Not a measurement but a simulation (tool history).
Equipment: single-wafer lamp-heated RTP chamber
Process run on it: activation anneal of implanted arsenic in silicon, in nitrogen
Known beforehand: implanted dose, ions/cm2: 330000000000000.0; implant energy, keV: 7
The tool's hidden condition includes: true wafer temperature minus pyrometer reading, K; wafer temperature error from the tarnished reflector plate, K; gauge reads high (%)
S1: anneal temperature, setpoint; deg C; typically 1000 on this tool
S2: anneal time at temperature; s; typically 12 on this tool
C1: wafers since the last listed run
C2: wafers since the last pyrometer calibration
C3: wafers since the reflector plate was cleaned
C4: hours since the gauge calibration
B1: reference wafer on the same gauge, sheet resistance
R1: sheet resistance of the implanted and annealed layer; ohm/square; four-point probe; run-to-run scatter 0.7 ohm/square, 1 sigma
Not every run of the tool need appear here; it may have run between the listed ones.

Run 1, hour 0: usual settings but S1 1010 deg C; C1 0; C2 3746; C3 372; C4 1055; B1 294.89. Result: R1 316.8 ohm/square.
At hour 17.5: pyrometer window cleaned and pyrometer calibrated.
Run 2, hour 64.9: usual settings but S1 1010 deg C; C1 635; C2 529; C3 1008; C4 1119.9; B1 294.96. Result: R1 316.66 ohm/square.
Run 3, hour 191.8: usual settings but S2 16 s; C1 1417; C2 1947; C3 2425; C4 1246.8; B1 294.92. Result: R1 313.67 ohm/square.
Run 4, hour 248.1: usual settings but S2 16 s; C1 628; C2 2576; C3 3054; C4 1303.1; B1 294.94. Result: R1 315.69 ohm/square.
Run 5, hour 273.7: usual settings but S1 1016 deg C; C1 285; C2 2862; C3 3340; C4 1328.7; B1 295.1. Result: R1 314.01 ohm/square.
Run 6, hour 339.9: usual settings but S1 1016 deg C; C1 739; C2 3601; C3 4080; C4 1394.9; B1 295.19. Result: R1 313.81 ohm/square.
At hour 354.5: pyrometer window cleaned and pyrometer calibrated.
Run 7, hour 400.4: usual settings but S1 1016 deg C; C1 586; C2 513; C3 4666; C4 1455.4; B1 295.01. Result: R1 313.61 ohm/square.
Run 8, hour 458.8: usual settings; C1 652; C2 1165; C3 5319; C4 1513.8; B1 294.97. Result: R1 317.7 ohm/square.
Run 9, hour 503.8: usual settings; C1 502; C2 1668; C3 5821; C4 1558.8; B1 294.99. Result: R1 318.61 ohm/square.
At hour 525.3: reflector plate cleaned.
Run 10, hour 538.5: usual settings; C1 298; C2 1966; C3 147; C4 1593.5; B1 295.06. Result: R1 320.62 ohm/square.
At hour 569.4: gauge calibrated.
Run 11, hour 584.9: usual settings but S1 1012 deg C; C1 518; C2 2484; C3 665; C4 15.5; B1 295.02. Result: R1 317.62 ohm/square.
Run 12, hour 655.9: usual settings but S1 1012 deg C; C1 793; C2 3277; C3 1458; C4 86.5; B1 295.02. Result: R1 315 ohm/square.
Run 13, hour 725.1: usual settings but S1 1012 deg C; C1 773; C2 4050; C3 2231; C4 155.7; B1 295.15. Result: R1 316.31 ohm/square.
At hour 779.5: pyrometer window cleaned and pyrometer calibrated.
Run 14, hour 783.5: usual settings but S1 1012 deg C; C1 562; C2 44; C3 2794; C4 214.1; B1 294.88. Result: R1 315.15 ohm/square.
Run 15, hour 811: usual settings; C1 307; C2 351; C3 3101; C4 241.6; B1 295.1. Result: R1 318.74 ohm/square.
Run 16, hour 880: usual settings but S1 1009 deg C, S2 5 s; C1 770; C2 1122; C3 3872; C4 310.6; B1 294.96. Result: R1 326.14 ohm/square.
Run 17, hour 947.8: usual settings but S1 985 deg C, S2 8 s; C1 757; C2 1880; C3 4629; C4 378.4; B1 295.09. Result: R1 326.86 ohm/square.
Run 18, hour 1008.5: usual settings; C1 678; C2 2558; C3 5308; C4 439.1; B1 294.97. Result: R1 319.1 ohm/square.

Estimate the outcome of run 19 from the log above:
Run 19, hour 1032.8: usual settings but S1 1016 deg C, S2 19 s; C1 271; C2 2829; C3 5579; C4 463.4; B1 ?. Result: R1 ?.

{"run 19": {"B1": 295.06, "R1": 306.46}}
The same run, on a tool lacking any hidden state, would have yielded R1 309.28 ohm/square.
